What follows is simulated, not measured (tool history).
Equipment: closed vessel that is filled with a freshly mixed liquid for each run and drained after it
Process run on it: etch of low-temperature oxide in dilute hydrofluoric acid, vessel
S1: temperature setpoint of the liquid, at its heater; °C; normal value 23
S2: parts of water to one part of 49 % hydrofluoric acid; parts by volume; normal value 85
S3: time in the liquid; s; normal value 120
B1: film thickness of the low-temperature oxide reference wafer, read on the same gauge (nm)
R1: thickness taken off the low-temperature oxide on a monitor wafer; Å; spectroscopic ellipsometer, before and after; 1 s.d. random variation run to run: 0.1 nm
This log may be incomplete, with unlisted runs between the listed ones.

| run | day | S1 | S2 | S3 | B1 | R1 |
|---|---|---|---|---|---|---|
| 1 | 0 | 23 | 85 | 120 | 100 | 222.9 |
| 2 | 2.546 | 23 | 85 | 120 | 100.03 | 222.8 |
| 3 | 5.375 | 23 | 85 | 120 | 99.96 | 221.6 |
|  | 6.679 | gauge calibrated |
| 4 | 6.896 | 23 | 85 | 120 | 100.01 | 222.6 |
| 5 | 9.525 | 23 | 85 | 120 | 100 | 223.2 |
|  | 10.779 | hydrofluoric acid flow meter replaced |
| 6 | 10.908 | 23 | 85 | 120 | 99.98 | 224.7 |
| 7 | 12.825 | 23 | 85 | 120 | 99.98 | 224.8 |
| 8 | 15.125 | 23 | 95 | 120 | 100.04 | 201.5 |
| 9 | 16.462 | 23 | 75 | 120 | 100.05 | 261.3 |
| 10 | 17.604 | 23 | 75 | 120 | 99.99 | 259.6 |
| 11 | 20.396 | 23 | 60 | 120 | 100.01 | 330.4 |
| 12 | 22.808 | 23 | 60 | 120 | 99.98 | 328.2 |
| 13 | 24.3 | 23 | 85 | 120 | 100 | 224.7 |
| 14 | 25.725 | 23 | 85 | 120 | 99.98 | 225.6 |
| 15 | 28.167 | 23 | 85 | 120 | 100.03 | 223.9 |
|  | 29.133 | thermometer replaced |
| 16 | 29.188 | 23 | 85 | 165 | 100.01 | 297.8 |
| 17 | 30.375 | 23 | 85 | 120 | 100.01 | 220.5 |
| 18 | 33.212 | 27.5 | 45 | 60 | 100 | 262.8 |
| 19 | 34.821 | 18.5 | 120 | 120 | 99.97 | 123.9 |
| 20 | 36.183 | 23 | 70 | 155 | 100.02 | 346.3 |
| 21 | 38.6 | 23 | 115 | 120 | 100 | 156.3 |
| 22 | 40.1 | 27.5 | 120 | 60 | 100 | 87.4 |
|  | 40.85 | hydrofluoric acid flow meter replaced |
|  | 41.375 | gauge calibrated |
| 23 | 41.588 | 25.5 | 105 | 80 | 100 | 131.1 |
| 24 | 42.942 | 25 | 120 | 50 | 100 | 68.8 |
| 25 | 49.971 | 25 | 120 | 50 | 100 | 68.6 |
| 26 | 52.267 | 23 | 85 | 120 | 100.01 | 224.2 |
| 27 | 54.504 | 23 | 55 | 120 | 100.03 | 361.4 |
| 28 | 56.158 | 20 | 85 | 155 | 100 | 256 |
| 29 | 58.983 | 25.5 | 70 | 90 | 99.96 | 229.9 |

Below, each run's measurement less what the same run would have read without the hidden state. Both values contain the same run-to-run variation, but the gauge's scatter may not be the same in both:
Hidden state at play: liquid hotter than its thermometer reads (K); hydrofluoric acid flow below the setpoint (%); gauge reads high (%).
| run | R1 |
|---|---|
| 1 | -1.7 |
| 2 | -2.1 |
| 3 | -2.5 |
| 4 | -2.6 |
| 5 | -2.9 |
| 6 | +2.7 |
| 7 | +2.4 |
| 8 | +1.8 |
| 9 | +2.4 |
| 10 | +2.2 |
| 11 | +2.4 |
| 12 | +2 |
| 13 | +1 |
| 14 | +0.7 |
| 15 | +0.5 |
| 16 | -7.4 |
| 17 | -5.7 |
| 18 | -6.8 |
| 19 | -3.5 |
| 20 | -9.9 |
| 21 | -5 |
| 22 | -2.9 |
| 23 | +0.8 |
| 24 | +0.3 |
| 25 | +0 |
| 26 | +0 |
| 27 | -0.1 |
| 28 | -0.4 |
| 29 | -0.8 |
